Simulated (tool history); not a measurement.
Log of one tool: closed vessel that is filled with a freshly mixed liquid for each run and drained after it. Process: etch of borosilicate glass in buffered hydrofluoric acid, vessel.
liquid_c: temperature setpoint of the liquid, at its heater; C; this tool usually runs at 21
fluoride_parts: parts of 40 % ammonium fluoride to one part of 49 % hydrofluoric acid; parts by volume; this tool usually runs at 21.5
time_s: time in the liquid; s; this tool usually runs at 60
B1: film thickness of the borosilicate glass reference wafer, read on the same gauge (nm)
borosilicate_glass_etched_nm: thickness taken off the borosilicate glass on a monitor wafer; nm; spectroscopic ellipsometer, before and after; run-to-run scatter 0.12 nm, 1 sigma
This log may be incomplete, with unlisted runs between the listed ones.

run 1 day=0 | liquid_c=21 fluoride_parts=21.5 time_s=60 | B1=80.01 | borosilicate_glass_etched_nm=33.66
run 2 day=0.879 | liquid_c=21 fluoride_parts=21.5 time_s=60 | B1=79.98 | borosilicate_glass_etched_nm=33.92
run 3 day=2.204 | liquid_c=21 fluoride_parts=21.5 time_s=60 | B1=80 | borosilicate_glass_etched_nm=33.68
run 4 day=6.592 | liquid_c=24.5 fluoride_parts=24.5 time_s=60 | B1=80 | borosilicate_glass_etched_nm=37.24
run 5 day=7.271 | liquid_c=24.5 fluoride_parts=24.5 time_s=60 | B1=80 | borosilicate_glass_etched_nm=37.26
run 6 day=8.062 | liquid_c=24.5 fluoride_parts=24.5 time_s=60 | B1=80 | borosilicate_glass_etched_nm=37.35
run 7 day=8.862 | liquid_c=21 fluoride_parts=17.5 time_s=60 | B1=79.99 | borosilicate_glass_etched_nm=41.89
run 8 day=9.758 | liquid_c=21 fluoride_parts=17.5 time_s=60 | B1=79.99 | borosilicate_glass_etched_nm=42.44
run 9 day=11.021 | liquid_c=21 fluoride_parts=17.5 time_s=60 | B1=80.01 | borosilicate_glass_etched_nm=42.35
run 10 day=12.367 | liquid_c=21 fluoride_parts=18.5 time_s=60 | B1=80 | borosilicate_glass_etched_nm=39.86
run 11 day=16.175 | liquid_c=21 fluoride_parts=18.5 time_s=60 | B1=80.01 | borosilicate_glass_etched_nm=40.39
run 12 day=18.871 | liquid_c=21 fluoride_parts=18.5 time_s=60 | B1=79.98 | borosilicate_glass_etched_nm=36.03
run 13 day=19.662 | liquid_c=21 fluoride_parts=21.5 time_s=60 | B1=80 | borosilicate_glass_etched_nm=31.7
run 14 day=20.754 | liquid_c=21 fluoride_parts=21.5 time_s=60 | B1=80 | borosilicate_glass_etched_nm=31.7
run 15 day=21.846 | liquid_c=21 fluoride_parts=21.5 time_s=35 | B1=79.99 | borosilicate_glass_etched_nm=18.49
run 16 day=22.762 | liquid_c=26 fluoride_parts=14 time_s=35 | B1=80 | borosilicate_glass_etched_nm=36.64
run 17 day=23.521 | liquid_c=22.5 fluoride_parts=29.5 time_s=60 | B1=79.98 | borosilicate_glass_etched_nm=27.44
run 18 day=24.104 | liquid_c=24.5 fluoride_parts=24.5 time_s=60 | B1=80.01 | borosilicate_glass_etched_nm=35.26
run 19 day=24.746 | liquid_c=24.5 fluoride_parts=21.5 time_s=60 | B1=80 | borosilicate_glass_etched_nm=38.24
run 20 day=25.417 | liquid_c=21 fluoride_parts=21.5 time_s=60 | B1=79.99 | borosilicate_glass_etched_nm=31.99
run 21 day=26.304 | liquid_c=21 fluoride_parts=21.5 time_s=60 | B1=80.01 | borosilicate_glass_etched_nm=32.04
run 22 day=27.383 | liquid_c=24 fluoride_parts=21.5 time_s=60 | B1=79.99 | borosilicate_glass_etched_nm=37.54
run 23 day=27.925 | liquid_c=26 fluoride_parts=14 time_s=35 | B1=79.98 | borosilicate_glass_etched_nm=36.82
run 24 day=28.521 | liquid_c=24 fluoride_parts=25 time_s=90 | B1=80 | borosilicate_glass_etched_nm=51.18
run 25 day=29.329 | liquid_c=23.5 fluoride_parts=15 time_s=45 | B1=79.98 | borosilicate_glass_etched_nm=39.13
run 26 day=30.538 | liquid_c=21 fluoride_parts=26 time_s=60 | B1=79.99 | borosilicate_glass_etched_nm=28.14
run 27 day=31.079 | liquid_c=24.5 fluoride_parts=21.5 time_s=45 | B1=79.99 | borosilicate_glass_etched_nm=29.22
run 28 day=32.296 | liquid_c=24.5 fluoride_parts=24.5 time_s=85 | B1=79.99 | borosilicate_glass_etched_nm=50.34
run 29 day=33.417 | liquid_c=17 fluoride_parts=21.5 time_s=50 | B1=80 | borosilicate_glass_etched_nm=21.49
run 30 day=34.396 | liquid_c=21 fluoride_parts=21.5 time_s=45 | B1=79.99 | borosilicate_glass_etched_nm=24.11
run 31 day=35.025 | liquid_c=17.5 fluoride_parts=21.5 time_s=45 | B1=79.99 | borosilicate_glass_etched_nm=19.94

Removed from this log: 3 entries logged between the listed runs. Between which two listed runs does each belong, and how does the tool's hidden state at the listed run before it compare with that at the listed run after it?
Between runs 11 and 12: thermometer replaced (day 16.425); hydrofluoric acid flow meter replaced (day 16.638)
  hydrofluoric acid flow above the setpoint (%): 14.1 -> 2.19
  measured minus no-state result, borosilicate_glass_etched_nm: +4.95 -> +0.76 nm
Between runs 16 and 17: gauge calibrated (day 23.112)
  hydrofluoric acid flow above the setpoint (%): 2.98 -> 3.14
  measured minus no-state result, borosilicate_glass_etched_nm: +1.05 -> +0.58 nm

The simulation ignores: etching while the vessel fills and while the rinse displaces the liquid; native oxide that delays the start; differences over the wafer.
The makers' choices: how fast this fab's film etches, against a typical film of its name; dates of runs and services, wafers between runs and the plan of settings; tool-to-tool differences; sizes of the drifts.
